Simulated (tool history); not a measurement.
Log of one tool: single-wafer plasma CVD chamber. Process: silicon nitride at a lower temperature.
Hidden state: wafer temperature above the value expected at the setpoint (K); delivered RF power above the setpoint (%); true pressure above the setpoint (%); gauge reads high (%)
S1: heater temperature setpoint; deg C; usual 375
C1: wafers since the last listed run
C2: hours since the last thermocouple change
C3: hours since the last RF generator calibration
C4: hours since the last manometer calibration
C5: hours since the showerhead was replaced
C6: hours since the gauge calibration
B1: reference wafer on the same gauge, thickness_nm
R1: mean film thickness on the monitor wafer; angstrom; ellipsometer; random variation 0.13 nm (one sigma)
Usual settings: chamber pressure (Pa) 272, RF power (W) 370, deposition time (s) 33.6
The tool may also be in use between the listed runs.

Run 1, hour 0: usual settings but RF power (W) 355; C1 0; C2 1027.5; C3 73.1; C4 1017.9; C5 5683.7; C6 398.8; B1 51.092. Result: R1 467.26 angstrom.
Run 2, hour 103.2: usual settings; C1 2324; C2 1130.7; C3 176.3; C4 1121.1; C5 5786.9; C6 502; B1 51.111. Result: R1 473.1 angstrom.
Run 3, hour 144: usual settings; C1 918; C2 1171.5; C3 217.1; C4 1161.9; C5 5827.7; C6 542.8; B1 51.117. Result: R1 471.53 angstrom.
Run 4, hour 194.8: usual settings; C1 1144; C2 1222.3; C3 267.9; C4 1212.7; C5 5878.5; C6 593.6; B1 51.127. Result: R1 472.22 angstrom.
Run 5, hour 276.5: usual settings; C1 1840; C2 1304; C3 349.6; C4 1294.4; C5 5960.2; C6 675.3; B1 51.105. Result: R1 470.46 angstrom.
Run 6, hour 377.9: usual settings; C1 2283; C2 1405.4; C3 451; C4 1395.8; C5 6061.6; C6 776.7; B1 51.104. Result: R1 467.18 angstrom.
Run 7, hour 432: usual settings but S1 379 deg C; C1 1218; C2 1459.5; C3 505.1; C4 1449.9; C5 6115.7; C6 830.8; B1 51.135. Result: R1 466.59 angstrom.
Run 8, hour 499.8: usual settings but RF power (W) 315, deposition time (s) 37.5; C1 1527; C2 1527.3; C3 572.9; C4 1517.7; C5 6183.5; C6 898.6; B1 51.078. Result: R1 489.7 angstrom.
Run 9, hour 537.2: usual settings but RF power (W) 400, deposition time (s) 37.7; C1 842; C2 1564.7; C3 610.3; C4 1555.1; C5 6220.9; C6 936; B1 51.12. Result: R1 540.88 angstrom.
At hour 564.7: gauge calibrated.
At hour 631.3: showerhead replaced.
Run 10, hour 637.9: usual settings but RF power (W) 350, deposition time (s) 38; C1 2088; C2 1665.4; C3 711; C4 1655.8; C5 6.6; C6 73.2; B1 51.102. Result: R1 514.03 angstrom.
Run 11, hour 709.3: usual settings; C1 1608; C2 1736.8; C3 782.4; C4 1727.2; C5 78; C6 144.6; B1 51.089. Result: R1 463.57 angstrom.
At hour 722.2: capacitance manometer re-zeroed and calibrated.
At hour 728.3: thermocouple changed; heater temperature recalibrated.
Run 12, hour 752: usual settings but S1 383 deg C, deposition time (s) 37; C1 644; C2 23.7; C3 825.1; C4 29.8; C5 120.7; C6 187.3; B1 51.128. Result: R1 512.81 angstrom.
At hour 819.7: RF generator calibrated.
Run 13, hour 841.3: usual settings but chamber pressure (Pa) 291; C1 1831; C2 113; C3 21.6; C4 119.1; C5 210; C6 276.6; B1 51.125. Result: R1 486.7 angstrom.
Run 14, hour 943.3: usual settings but chamber pressure (Pa) 332; C1 2297; C2 215; C3 123.6; C4 221.1; C5 312; C6 378.6; B1 51.078. Result: R1 499.72 angstrom.

Run 15 comes next. What will it give?
Run 15, hour 1035.4: usual settings but S1 379 deg C, deposition time (s) 28.3; C1 2074; C2 307.1; C3 215.7; C4 313.2; C5 404.1; C6 470.7; B1 ?. Result: R1 ?.

Run 15 gave B1 51.124, R1 398.17 angstrom.
Without the tool's hidden state the same run would have given R1 402.64 angstrom.

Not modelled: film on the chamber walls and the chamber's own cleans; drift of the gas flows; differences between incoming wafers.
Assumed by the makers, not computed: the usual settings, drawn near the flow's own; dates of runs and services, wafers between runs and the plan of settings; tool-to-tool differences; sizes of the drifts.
